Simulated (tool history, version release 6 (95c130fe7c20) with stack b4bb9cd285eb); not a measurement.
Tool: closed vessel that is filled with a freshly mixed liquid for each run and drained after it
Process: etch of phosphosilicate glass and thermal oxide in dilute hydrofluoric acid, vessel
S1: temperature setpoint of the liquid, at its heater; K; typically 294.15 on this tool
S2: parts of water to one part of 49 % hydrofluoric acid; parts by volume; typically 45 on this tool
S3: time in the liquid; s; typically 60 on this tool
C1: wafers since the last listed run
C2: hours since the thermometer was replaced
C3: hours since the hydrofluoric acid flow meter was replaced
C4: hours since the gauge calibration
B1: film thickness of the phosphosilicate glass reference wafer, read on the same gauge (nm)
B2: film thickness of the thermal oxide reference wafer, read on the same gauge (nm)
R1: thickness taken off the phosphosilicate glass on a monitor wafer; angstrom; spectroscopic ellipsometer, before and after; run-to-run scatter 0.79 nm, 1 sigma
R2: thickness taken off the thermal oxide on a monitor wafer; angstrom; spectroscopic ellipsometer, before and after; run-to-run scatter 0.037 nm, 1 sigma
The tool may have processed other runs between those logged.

run	hour	S1	S2	S3	C1	C2	C3	C4	B1	B2	R1	R2
1	0.0	294.15	45	60	0	871.5	1598.7	910.6	119.99	40.00	1432.4	56.9
2	75.1	294.15	35	60	9191	946.6	1673.8	985.7	120.01	40.01	1838.2	73.7
# hour 219.3: gauge calibrated
3	356.2	294.15	35	60	34402	1227.7	1954.9	136.9	119.97	39.99	1843.7	72.4
4	414.5	294.15	35	60	7134	1286.0	2013.2	195.2	119.99	39.98	1838.4	72.4
5	508.3	294.15	45	60	11479	1379.8	2107.0	289.0	119.99	40.01	1406.8	55.6
6	592.3	294.15	55	60	10280	1463.8	2191.0	373.0	120.00	39.99	1131.9	44.7
7	657.4	294.15	55	60	7967	1528.9	2256.1	438.1	120.02	39.98	1123.3	44.5
8	758.5	294.15	55	60	12373	1630.0	2357.2	539.2	119.99	40.02	1120.3	44.8
# hour 771.8: thermometer replaced
9	837.6	296.15	45	60	9558	65.8	2436.3	618.3	119.99	40.00	1553.2	61.5
10	881.0	296.15	45	60	5311	109.2	2479.7	661.7	119.99	40.00	1548.0	61.4
# hour 897.2: hydrofluoric acid flow meter replaced
11	925.1	299.15	55	60	5274	153.3	27.9	705.8	120.02	40.03	1480.2	58.8
12	1017.3	294.15	45	60	11283	245.5	120.1	798.0	120.00	39.98	1491.8	59.1
13	1054.4	292.65	35	45	4540	282.6	157.2	835.1	120.00	40.02	1370.9	54.1
14	1098.0	294.15	35	90	5335	326.2	200.8	878.7	120.02	39.99	2899.3	116.6
15	1182.5	291.65	45	85	10341	410.7	285.3	963.2	119.99	39.99	1869.7	74.6
16	1287.8	292.65	45	60	12887	516.0	390.6	1068.5	119.97	39.98	1378.6	55.0
# hour 1366.2: gauge calibrated
17	1370.7	292.15	25	30	10145	598.9	473.5	4.5	120.02	39.98	1246.8	48.6
18	1422.1	290.65	35	60	6290	650.3	524.9	55.9	119.99	40.00	1638.6	65.8
19	1523.9	294.15	45	60	12458	752.1	626.7	157.7	119.99	40.02	1459.7	58.3
20	1610.8	299.15	55	60	10635	839.0	713.6	244.6	119.97	40.00	1439.8	57.1
21	1662.1	298.65	60	45	6278	890.3	764.9	295.9	120.01	39.99	967.5	38.3
22	1710.2	294.15	45	60	5886	938.4	813.0	344.0	119.99	40.00	1452.0	57.8
23	1806.1	294.15	55	30	11736	1034.3	908.9	439.9	120.00	40.01	575.8	23.0
24	1893.7	292.65	35	45	10720	1121.9	996.5	527.5	120.00	40.01	1315.2	52.6

Across each entry between runs, compare the hidden state at the last listed run before it with the hidden state at the first listed run after it:
Runs 2 to 3: gauge calibrated (hour 219.3)
  liquid colder than its thermometer reads (K): 0.466 -> 0.595; hydrofluoric acid flow below the setpoint (%): 3.25 -> 3.75
  what was measured, less what the result would be without the hidden state, R1: -102.7 -> -125.2 angstrom; R2: -4.1 -> -4.9 angstrom
Runs 8 to 9: thermometer replaced (hour 771.8)
  liquid colder than its thermometer reads (K): 0.78 -> 0.0569; hydrofluoric acid flow below the setpoint (%): 4.48 -> 4.62
  what was measured, less what the result would be without the hidden state, R1: -95.5 -> -83.9 angstrom; R2: -3.8 -> -3.3 angstrom
Runs 10 to 11: hydrofluoric acid flow meter replaced (hour 897.2)
  liquid colder than its thermometer reads (K): 0.0768 -> 0.0971; hydrofluoric acid flow below the setpoint (%): 4.7 -> 0.342
  what was measured, less what the result would be without the hidden state, R1: -86.5 -> -11.5 angstrom; R2: -3.4 -> -0.5 angstrom
Runs 16 to 17: gauge calibrated (hour 1366.2)
  liquid colder than its thermometer reads (K): 0.264 -> 0.302; hydrofluoric acid flow below the setpoint (%): 0.997 -> 1.15
  what was measured, less what the result would be without the hidden state, R1: -30.1 -> -31.5 angstrom; R2: -1.2 -> -1.2 angstrom
